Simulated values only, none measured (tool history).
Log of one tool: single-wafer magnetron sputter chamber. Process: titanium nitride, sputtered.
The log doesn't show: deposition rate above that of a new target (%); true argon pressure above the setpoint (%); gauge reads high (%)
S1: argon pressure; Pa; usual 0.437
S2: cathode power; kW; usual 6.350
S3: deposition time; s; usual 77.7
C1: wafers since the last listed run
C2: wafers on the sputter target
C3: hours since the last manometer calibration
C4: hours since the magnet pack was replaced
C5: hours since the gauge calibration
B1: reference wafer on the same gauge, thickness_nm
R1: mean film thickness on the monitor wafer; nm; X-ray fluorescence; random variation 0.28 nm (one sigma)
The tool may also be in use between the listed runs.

{"run": 1, "hour": 0.0, "S1": 0.437, "S2": 6.35, "S3": 77.7, "C1": 0, "C2": 1009, "C3": 1999.0, "C4": 4599.9, "C5": 369.2, "B1": 80.728, "R1": 96.064}
{"run": 2, "hour": 27.5, "S1": 0.479, "S2": 6.35, "S3": 68.2, "C1": 385, "C2": 1394, "C3": 2026.5, "C4": 4627.4, "C5": 396.7, "B1": 80.733, "R1": 82.085}
{"run": 3, "hour": 55.6, "S1": 0.437, "S2": 7.45, "S3": 77.7, "C1": 393, "C2": 1788, "C3": 2054.6, "C4": 4655.5, "C5": 424.8, "B1": 80.709, "R1": 112.393}
{"run": 4, "hour": 123.9, "S1": 0.437, "S2": 7.45, "S3": 77.7, "C1": 957, "C2": 2746, "C3": 2122.9, "C4": 4723.8, "C5": 493.1, "B1": 80.724, "R1": 112.27}
{"run": 5, "hour": 179.4, "S1": 0.437, "S2": 7.45, "S3": 77.7, "C1": 778, "C2": 3524, "C3": 2178.4, "C4": 4779.3, "C5": 548.6, "B1": 80.621, "R1": 112.132}
{"run": 6, "hour": 231.5, "S1": 0.437, "S2": 6.35, "S3": 77.7, "C1": 730, "C2": 4254, "C3": 2230.5, "C4": 4831.4, "C5": 600.7, "B1": 80.618, "R1": 96.201}
{"run": 7, "hour": 272.7, "S1": 0.437, "S2": 6.35, "S3": 77.7, "C1": 577, "C2": 4832, "C3": 2271.7, "C4": 4872.6, "C5": 641.9, "B1": 80.791, "R1": 95.933}
{"hour": 282.8, "done": "sputter target and shields replaced"}
{"run": 8, "hour": 321.5, "S1": 0.437, "S2": 6.35, "S3": 77.7, "C1": 572, "C2": 542, "C3": 2320.5, "C4": 4921.4, "C5": 690.7, "B1": 80.729, "R1": 96.062}
{"hour": 348.5, "done": "gauge calibrated"}
{"run": 9, "hour": 357.7, "S1": 0.437, "S2": 6.35, "S3": 87.4, "C1": 507, "C2": 1050, "C3": 2356.7, "C4": 4957.6, "C5": 9.2, "B1": 80.707, "R1": 107.643}
{"run": 10, "hour": 391.2, "S1": 0.437, "S2": 6.35, "S3": 87.4, "C1": 469, "C2": 1519, "C3": 2390.2, "C4": 4991.1, "C5": 42.7, "B1": 80.744, "R1": 108.094}
{"hour": 425.2, "done": "magnet pack replaced"}
{"run": 11, "hour": 436.7, "S1": 0.437, "S2": 6.35, "S3": 87.4, "C1": 525, "C2": 2045, "C3": 2435.7, "C4": 11.5, "C5": 88.2, "B1": 80.775, "R1": 108.633}
{"run": 12, "hour": 501.9, "S1": 0.437, "S2": 6.35, "S3": 77.7, "C1": 914, "C2": 2959, "C3": 2500.9, "C4": 76.7, "C5": 153.4, "B1": 80.693, "R1": 95.982}
{"run": 13, "hour": 538.3, "S1": 0.437, "S2": 6.35, "S3": 84.5, "C1": 510, "C2": 3470, "C3": 2537.3, "C4": 113.1, "C5": 189.8, "B1": 80.696, "R1": 104.726}
{"hour": 617.6, "done": "sputter target and shields replaced"}
{"run": 14, "hour": 731.3, "S1": 0.318, "S2": 7.85, "S3": 92.3, "C1": 2593, "C2": 1593, "C3": 2730.3, "C4": 306.1, "C5": 382.8, "B1": 80.849, "R1": 151.87}
{"run": 15, "hour": 774.3, "S1": 0.333, "S2": 6.8, "S3": 71.9, "C1": 602, "C2": 2196, "C3": 2773.3, "C4": 349.1, "C5": 425.8, "B1": 80.68, "R1": 102.186}
{"hour": 787.5, "done": "capacitance manometer re-zeroed and calibrated"}
{"run": 16, "hour": 808.8, "S1": 0.437, "S2": 4.9, "S3": 85.8, "C1": 371, "C2": 2568, "C3": 21.3, "C4": 383.6, "C5": 460.3, "B1": 80.705, "R1": 85.851}
{"run": 17, "hour": 847.6, "S1": 0.566, "S2": 7.85, "S3": 77.7, "C1": 543, "C2": 3111, "C3": 60.1, "C4": 422.4, "C5": 499.1, "B1": 80.855, "R1": 112.566}
{"run": 18, "hour": 875.3, "S1": 0.437, "S2": 7.3, "S3": 88.0, "C1": 388, "C2": 3500, "C3": 87.8, "C4": 450.1, "C5": 526.8, "B1": 80.694, "R1": 128.202}
{"hour": 907.6, "done": "sputter target and shields replaced"}
{"run": 19, "hour": 936.4, "S1": 0.503, "S2": 5.0, "S3": 77.7, "C1": 744, "C2": 403, "C3": 148.9, "C4": 511.2, "C5": 587.9, "B1": 80.764, "R1": 75.772}
{"run": 20, "hour": 967.1, "S1": 0.437, "S2": 6.35, "S3": 84.1, "C1": 430, "C2": 834, "C3": 179.6, "C4": 541.9, "C5": 618.6, "B1": 80.736, "R1": 106.377}
{"run": 21, "hour": 995.3, "S1": 0.437, "S2": 6.35, "S3": 77.7, "C1": 395, "C2": 1229, "C3": 207.8, "C4": 570.1, "C5": 646.8, "B1": 80.706, "R1": 98.77}
{"run": 22, "hour": 1043.3, "S1": 0.52, "S2": 5.15, "S3": 65.5, "C1": 672, "C2": 1902, "C3": 255.8, "C4": 618.1, "C5": 694.8, "B1": 80.717, "R1": 64.603}
{"run": 23, "hour": 1079.9, "S1": 0.437, "S2": 6.35, "S3": 77.7, "C1": 513, "C2": 2415, "C3": 292.4, "C4": 654.7, "C5": 731.4, "B1": 80.791, "R1": 98.461}

Forecast each of these 5 alternatives for the next run:
{"run": "A", "hour": 1080.3, "S1": 0.437, "S2": 5.85, "S3": 77.7, "C1": 5, "C2": 2421, "C3": 292.8, "C4": 655.1, "C5": 731.8, "B1": "?", "R1": "?"}
{"run": "B", "hour": 1080.3, "S1": 0.484, "S2": 6.8, "S3": 86.8, "C1": 5, "C2": 2421, "C3": 292.8, "C4": 655.1, "C5": 731.8, "B1": "?", "R1": "?"}
{"run": "C", "hour": 1080.3, "S1": 0.514, "S2": 6.35, "S3": 84.6, "C1": 5, "C2": 2421, "C3": 292.8, "C4": 655.1, "C5": 731.8, "B1": "?", "R1": "?"}
{"run": "D", "hour": 1080.3, "S1": 0.437, "S2": 6.35, "S3": 92.7, "C1": 5, "C2": 2421, "C3": 292.8, "C4": 655.1, "C5": 731.8, "B1": "?", "R1": "?"}
{"run": "E", "hour": 1080.3, "S1": 0.437, "S2": 6.35, "S3": 63.0, "C1": 5, "C2": 2421, "C3": 292.8, "C4": 655.1, "C5": 731.8, "B1": "?", "R1": "?"}

run=A B1=80.784 R1=90.822
run=B B1=80.784 R1=113.772
run=C B1=80.784 R1=101.955
run=D B1=80.784 R1=117.172
run=E B1=80.784 R1=79.631
Without the tool's hidden state the same runs would have given:
run=A R1=91.816
run=B R1=115.217
run=C R1=103.362
run=D R1=118.453
run=E R1=80.502
